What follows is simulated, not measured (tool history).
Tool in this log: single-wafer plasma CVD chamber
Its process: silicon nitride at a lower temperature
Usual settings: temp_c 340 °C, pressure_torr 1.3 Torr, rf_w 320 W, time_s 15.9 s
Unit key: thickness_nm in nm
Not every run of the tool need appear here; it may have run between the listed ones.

| run | hour | temp_c | pressure_torr | rf_w | time_s | read-back reference wafer on the same gauge, thickness_nm | thickness_nm |
|---|---|---|---|---|---|---|---|
| 1 | 0 | 340 | 1.3 | 320 | 15.9 | 19.4 | 18.375 |
| 2 | 57.4 | 340 | 1.3 | 320 | 15.9 | 19.408 | 18.366 |
| 3 | 155.6 | 340 | 1.3 | 320 | 15.9 | 19.396 | 18.311 |
| 4 | 224.4 | 340 | 1.3 | 320 | 15.9 | 19.411 | 18.295 |
|  | 270.3 | gauge calibrated |
| 5 | 302.2 | 340 | 1.3 | 320 | 15.9 | 19.394 | 18.342 |
| 6 | 407.1 | 340 | 1.18 | 320 | 15.9 | 19.404 | 17.843 |
| 7 | 470.8 | 347 | 1.3 | 320 | 15.9 | 19.4 | 18.253 |
| 8 | 510.8 | 352 | 1.12 | 320 | 19 | 19.403 | 20.982 |
|  | 540.5 | showerhead replaced |
| 9 | 598.9 | 340 | 1.2 | 320 | 14.6 | 19.395 | 16.419 |
| 10 | 638.7 | 340 | 1.3 | 370 | 15.9 | 19.399 | 19.596 |
|  | 734.8 | RF generator calibrated |
| 11 | 739.8 | 340 | 1.3 | 380 | 13.1 | 19.403 | 16.652 |
| 12 | 828.9 | 340 | 1.3 | 320 | 15.9 | 19.402 | 18.583 |
|  | 898.5 | thermocouple changed; heater temperature recalibrated |
| 13 | 919.9 | 354 | 1.3 | 355 | 14.1 | 19.399 | 17.166 |
|  | 974.5 | capacitance manometer re-zeroed and calibrated |
| 14 | 985.8 | 340 | 0.99 | 290 | 15.9 | 19.397 | 16.7 |
| 15 | 1058.2 | 340 | 1.3 | 320 | 15.9 | 19.396 | 18.525 |
| 16 | 1101.2 | 346 | 1.13 | 320 | 15.9 | 19.406 | 17.92 |
| 17 | 1190.4 | 326 | 1.46 | 385 | 15.9 | 19.398 | 20.997 |
| 18 | 1268.6 | 340 | 1.3 | 320 | 15.9 | 19.402 | 18.528 |
| 19 | 1338.8 | 334 | 1.38 | 275 | 13.7 | 19.402 | 15.035 |
| 20 | 1445.6 | 340 | 1.3 | 260 | 15.9 | 19.397 | 16.704 |
| 21 | 1521 | 335 | 1.59 | 260 | 18.5 | 19.405 | 20.238 |
| 22 | 1625.8 | 340 | 1.3 | 320 | 13.5 | 19.401 | 15.617 |
| 23 | 1663.1 | 347 | 1.3 | 295 | 15.9 | 19.402 | 17.559 |
| 24 | 1730.6 | 340 | 1.21 | 345 | 18.9 | 19.408 | 22.444 |
| 25 | 1799.6 | 340 | 1.3 | 320 | 15.9 | 19.396 | 18.391 |
| 26 | 1889 | 351 | 1.3 | 335 | 15.9 | 19.398 | 18.696 |
| 27 | 1977.7 | 340 | 1.3 | 320 | 15.9 | 19.399 | 18.378 |

5 ways to go on from here, each from the tool as it stands after run 27. What would each give?
| A | 1978.1 | 340 | 1.3 | 320 | 15.9 | ? | ? |
| B | 1978.1 | 346 | 1.41 | 320 | 15.9 | ? | ? |
| C | 1978.1 | 351 | 1.16 | 320 | 14.4 | ? | ? |
| D | 1978.1 | 330 | 1.11 | 320 | 13.6 | ? | ? |
| E | 1978.1 | 328 | 1.19 | 275 | 18.5 | ? | ? |

| run | read-back reference wafer on the same gauge, thickness_nm | thickness_nm |
|---|---|---|
| A | 19.402 | 18.419 |
| B | 19.402 | 18.694 |
| C | 19.402 | 16.215 |
| D | 19.402 | 15.312 |
| E | 19.402 | 19.594 |
What these runs would have given with no unlogged condition in the tool:
| run | thickness_nm |
|---|---|
| A | 18.806 |
| B | 19.087 |
| C | 16.556 |
| D | 15.634 |
| E | 20.017 |
